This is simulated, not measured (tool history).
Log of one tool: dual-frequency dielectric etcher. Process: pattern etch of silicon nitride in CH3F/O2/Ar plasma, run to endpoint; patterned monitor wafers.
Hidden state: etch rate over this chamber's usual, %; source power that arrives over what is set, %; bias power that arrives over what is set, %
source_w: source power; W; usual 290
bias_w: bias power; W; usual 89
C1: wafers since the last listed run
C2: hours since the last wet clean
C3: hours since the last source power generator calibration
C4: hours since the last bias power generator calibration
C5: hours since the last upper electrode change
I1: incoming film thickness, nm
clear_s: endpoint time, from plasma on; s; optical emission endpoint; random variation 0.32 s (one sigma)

{"run": 1, "hour": 0.0, "source_w": 320, "bias_w": 89, "C1": 0, "C2": 135.6, "C3": 1586.6, "C4": 2152.7, "C5": 2402.6, "I1": 39.78, "clear_s": 58.7}
{"run": 2, "hour": 35.4, "source_w": 320, "bias_w": 89, "C1": 510, "C2": 171, "C3": 1622, "C4": 2188.1, "C5": 2438, "I1": 40.22, "clear_s": 59.3}
{"hour": 56.0, "done": "bias power generator calibrated"}
{"run": 3, "hour": 65.5, "source_w": 290, "bias_w": 89, "C1": 376, "C2": 201.1, "C3": 1652.1, "C4": 9.5, "C5": 2468.1, "I1": 39.71, "clear_s": 60.3}
{"run": 4, "hour": 77.7, "source_w": 290, "bias_w": 89, "C1": 175, "C2": 213.3, "C3": 1664.3, "C4": 21.7, "C5": 2480.3, "I1": 39.82, "clear_s": 61.4}
{"run": 5, "hour": 112.5, "source_w": 290, "bias_w": 89, "C1": 501, "C2": 248.1, "C3": 1699.1, "C4": 56.5, "C5": 2515.1, "I1": 39.88, "clear_s": 61}
{"run": 6, "hour": 145.2, "source_w": 290, "bias_w": 89, "C1": 471, "C2": 280.8, "C3": 1731.8, "C4": 89.2, "C5": 2547.8, "I1": 39.86, "clear_s": 61.2}
{"hour": 173.6, "done": "upper electrode replaced"}
{"run": 7, "hour": 174.1, "source_w": 290, "bias_w": 89, "C1": 70, "C2": 309.7, "C3": 1760.7, "C4": 118.1, "C5": 0.5, "I1": 40.02, "clear_s": 61.1}
{"run": 8, "hour": 194.9, "source_w": 290, "bias_w": 89, "C1": 299, "C2": 330.5, "C3": 1781.5, "C4": 138.9, "C5": 21.3, "I1": 40.17, "clear_s": 61.8}
{"run": 9, "hour": 226.8, "source_w": 290, "bias_w": 89, "C1": 459, "C2": 362.4, "C3": 1813.4, "C4": 170.8, "C5": 53.2, "I1": 40.09, "clear_s": 62}
{"run": 10, "hour": 254.0, "source_w": 290, "bias_w": 89, "C1": 391, "C2": 389.6, "C3": 1840.6, "C4": 198, "C5": 80.4, "I1": 40.05, "clear_s": 62}
{"run": 11, "hour": 285.4, "source_w": 290, "bias_w": 89, "C1": 452, "C2": 421, "C3": 1872, "C4": 229.4, "C5": 111.8, "I1": 39.59, "clear_s": 60.8}
{"run": 12, "hour": 301.7, "source_w": 290, "bias_w": 89, "C1": 234, "C2": 437.3, "C3": 1888.3, "C4": 245.7, "C5": 128.1, "I1": 40.08, "clear_s": 61}
{"run": 13, "hour": 337.1, "source_w": 310, "bias_w": 84, "C1": 510, "C2": 472.7, "C3": 1923.7, "C4": 281.1, "C5": 163.5, "I1": 39.74, "clear_s": 60.3}
{"run": 14, "hour": 370.8, "source_w": 220, "bias_w": 69, "C1": 485, "C2": 506.4, "C3": 1957.4, "C4": 314.8, "C5": 197.2, "I1": 39.93, "clear_s": 73.5}
{"run": 15, "hour": 393.2, "source_w": 330, "bias_w": 81, "C1": 322, "C2": 528.8, "C3": 1979.8, "C4": 337.2, "C5": 219.6, "I1": 39.87, "clear_s": 59.5}
{"hour": 401.7, "done": "source power generator calibrated"}
{"run": 16, "hour": 412.1, "source_w": 290, "bias_w": 89, "C1": 214, "C2": 547.7, "C3": 10.4, "C4": 356.1, "C5": 238.5, "I1": 39.37, "clear_s": 60.5}
{"hour": 439.8, "done": "wet clean of the chamber"}
{"run": 17, "hour": 440.3, "source_w": 250, "bias_w": 78, "C1": 60, "C2": 0.5, "C3": 38.6, "C4": 384.3, "C5": 266.7, "I1": 39.45, "clear_s": 66.9}
{"run": 18, "hour": 440.7, "source_w": 290, "bias_w": 79, "C1": 5, "C2": 0.9, "C3": 39, "C4": 384.7, "C5": 267.1, "I1": 40.09, "clear_s": 62.5}
{"run": 19, "hour": 472.7, "source_w": 260, "bias_w": 82, "C1": 461, "C2": 32.9, "C3": 71, "C4": 416.7, "C5": 299.1, "I1": 39.98, "clear_s": 65.2}
{"run": 20, "hour": 489.0, "source_w": 290, "bias_w": 89, "C1": 234, "C2": 49.2, "C3": 87.3, "C4": 433, "C5": 315.4, "I1": 39.96, "clear_s": 61.9}
{"run": 21, "hour": 507.1, "source_w": 290, "bias_w": 89, "C1": 260, "C2": 67.3, "C3": 105.4, "C4": 451.1, "C5": 333.5, "I1": 39.93, "clear_s": 61.7}
{"run": 22, "hour": 542.1, "source_w": 250, "bias_w": 75, "C1": 504, "C2": 102.3, "C3": 140.4, "C4": 486.1, "C5": 368.5, "I1": 39.89, "clear_s": 68.1}
{"run": 23, "hour": 569.1, "source_w": 250, "bias_w": 78, "C1": 388, "C2": 129.3, "C3": 167.4, "C4": 513.1, "C5": 395.5, "I1": 40.32, "clear_s": 68.8}
{"run": 24, "hour": 590.1, "source_w": 290, "bias_w": 79, "C1": 302, "C2": 150.3, "C3": 188.4, "C4": 534.1, "C5": 416.5, "I1": 39.28, "clear_s": 62.7}
{"run": 25, "hour": 633.4, "source_w": 340, "bias_w": 110, "C1": 623, "C2": 193.6, "C3": 231.7, "C4": 577.4, "C5": 459.8, "I1": 39.89, "clear_s": 54.5}
{"run": 26, "hour": 687.2, "source_w": 320, "bias_w": 110, "C1": 775, "C2": 247.4, "C3": 285.5, "C4": 631.2, "C5": 513.6, "I1": 40.24, "clear_s": 56.4}
{"run": 27, "hour": 708.6, "source_w": 340, "bias_w": 68, "C1": 308, "C2": 268.8, "C3": 306.9, "C4": 652.6, "C5": 535, "I1": 40.12, "clear_s": 61.1}
{"run": 28, "hour": 732.2, "source_w": 290, "bias_w": 89, "C1": 340, "C2": 292.4, "C3": 330.5, "C4": 676.2, "C5": 558.6, "I1": 40.17, "clear_s": 62.5}
{"run": 29, "hour": 767.8, "source_w": 270, "bias_w": 103, "C1": 512, "C2": 328, "C3": 366.1, "C4": 711.8, "C5": 594.2, "I1": 40.25, "clear_s": 61.6}
{"run": 30, "hour": 781.0, "source_w": 320, "bias_w": 89, "C1": 190, "C2": 341.2, "C3": 379.3, "C4": 725, "C5": 607.4, "I1": 39.9, "clear_s": 58.7}
{"run": 31, "hour": 810.7, "source_w": 240, "bias_w": 99, "C1": 427, "C2": 370.9, "C3": 409, "C4": 754.7, "C5": 637.1, "I1": 40.37, "clear_s": 65.5}
{"run": 32, "hour": 842.1, "source_w": 350, "bias_w": 105, "C1": 452, "C2": 402.3, "C3": 440.4, "C4": 786.1, "C5": 668.5, "I1": 40.24, "clear_s": 54.7}
{"run": 33, "hour": 870.3, "source_w": 320, "bias_w": 95, "C1": 406, "C2": 430.5, "C3": 468.6, "C4": 814.3, "C5": 696.7, "I1": 39.78, "clear_s": 58.2}
{"run": 34, "hour": 896.3, "source_w": 290, "bias_w": 80, "C1": 374, "C2": 456.5, "C3": 494.6, "C4": 840.3, "C5": 722.7, "I1": 39.66, "clear_s": 61.8}
{"run": 35, "hour": 925.4, "source_w": 260, "bias_w": 104, "C1": 419, "C2": 485.6, "C3": 523.7, "C4": 869.4, "C5": 751.8, "I1": 39.96, "clear_s": 61.7}
{"run": 36, "hour": 940.7, "source_w": 310, "bias_w": 76, "C1": 220, "C2": 500.9, "C3": 539, "C4": 884.7, "C5": 767.1, "I1": 39.74, "clear_s": 61.6}

Forecast each of these 3 alternatives for the next run:
{"run": "A", "hour": 941.1, "source_w": 230, "bias_w": 89, "C1": 5, "C2": 501.3, "C3": 539.4, "C4": 885.1, "C5": 767.5, "I1": 39.99, "clear_s": "?"}
{"run": "B", "hour": 941.1, "source_w": 250, "bias_w": 74, "C1": 5, "C2": 501.3, "C3": 539.4, "C4": 885.1, "C5": 767.5, "I1": 39.99, "clear_s": "?"}
{"run": "C", "hour": 941.1, "source_w": 330, "bias_w": 89, "C1": 5, "C2": 501.3, "C3": 539.4, "C4": 885.1, "C5": 767.5, "I1": 39.99, "clear_s": "?"}

run=A clear_s=67.9
run=B clear_s=68.3
run=C clear_s=58.2
Without the tool's hidden state the same runs would have given:
run=A clear_s=67.9
run=B clear_s=68.3
run=C clear_s=58.2

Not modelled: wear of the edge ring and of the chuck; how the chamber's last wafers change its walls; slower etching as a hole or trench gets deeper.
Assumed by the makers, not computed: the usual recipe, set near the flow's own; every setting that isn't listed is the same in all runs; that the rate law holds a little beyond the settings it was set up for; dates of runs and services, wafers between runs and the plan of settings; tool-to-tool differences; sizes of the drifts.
